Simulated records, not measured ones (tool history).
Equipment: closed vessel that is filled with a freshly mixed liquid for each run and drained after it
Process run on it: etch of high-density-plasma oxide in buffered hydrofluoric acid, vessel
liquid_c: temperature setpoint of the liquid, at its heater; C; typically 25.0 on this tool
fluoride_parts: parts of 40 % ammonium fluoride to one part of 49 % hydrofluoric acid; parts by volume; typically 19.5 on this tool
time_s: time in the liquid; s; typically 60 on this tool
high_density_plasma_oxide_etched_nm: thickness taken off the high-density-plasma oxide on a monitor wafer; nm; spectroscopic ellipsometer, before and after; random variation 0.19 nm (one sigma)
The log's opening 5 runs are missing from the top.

run,day,liquid_c,fluoride_parts,time_s,wafers since the last listed run,hours since the thermometer was replaced,hours since the hydrofluoric acid flow meter was replaced,hours since the gauge calibration,"read-back film thickness of the high-density-plasma oxide reference wafer, read on the same gauge (nm)",high_density_plasma_oxide_etched_nm
# day 2.179: gauge calibrated
6,4.029,26.0,19.5,60,5079,1848.1,2091.9,44.4,100.00,45.69
7,4.712,26.0,19.5,60,1554,1864.5,2108.3,60.8,99.99,45.44
8,5.383,25.0,19.5,60,1525,1880.6,2124.4,76.9,100.01,43.03
9,5.912,27.0,22.0,60,1203,1893.3,2137.1,89.6,99.99,44.24
10,6.550,25.0,19.5,60,1449,1908.6,2152.4,104.9,99.98,42.67
11,6.829,20.0,26.5,30,634,1915.3,2159.1,111.6,100.00,13.25
12,7.125,29.5,15.0,35,672,1922.4,2166.2,118.7,100.00,40.25
13,7.383,25.0,16.5,40,587,1928.6,2172.4,124.9,99.99,32.84
14,7.688,28.5,19.5,45,691,1935.9,2179.7,132.2,100.01,38.97
# day 7.967: thermometer replaced
15,7.988,29.5,25.5,95,587,0.5,2186.9,139.4,100.00,64.17
16,9.162,29.5,22.5,80,2672,28.7,2215.1,167.6,99.98,58.63
17,9.725,28.0,17.0,75,1279,42.2,2228.6,181.1,99.98,61.67

Expected results for the next run?
18,10.233,25.0,19.5,60,1156,54.4,2240.8,193.3,?,?

Run 18 came out at read-back film thickness of the high-density-plasma oxide reference wafer, read on the same gauge (nm) 99.99, high_density_plasma_oxide_etched_nm 38.45 nm.
Were there no unlogged condition in the tool, this run, its random variation unchanged, would have produced high_density_plasma_oxide_etched_nm 42.44 nm.

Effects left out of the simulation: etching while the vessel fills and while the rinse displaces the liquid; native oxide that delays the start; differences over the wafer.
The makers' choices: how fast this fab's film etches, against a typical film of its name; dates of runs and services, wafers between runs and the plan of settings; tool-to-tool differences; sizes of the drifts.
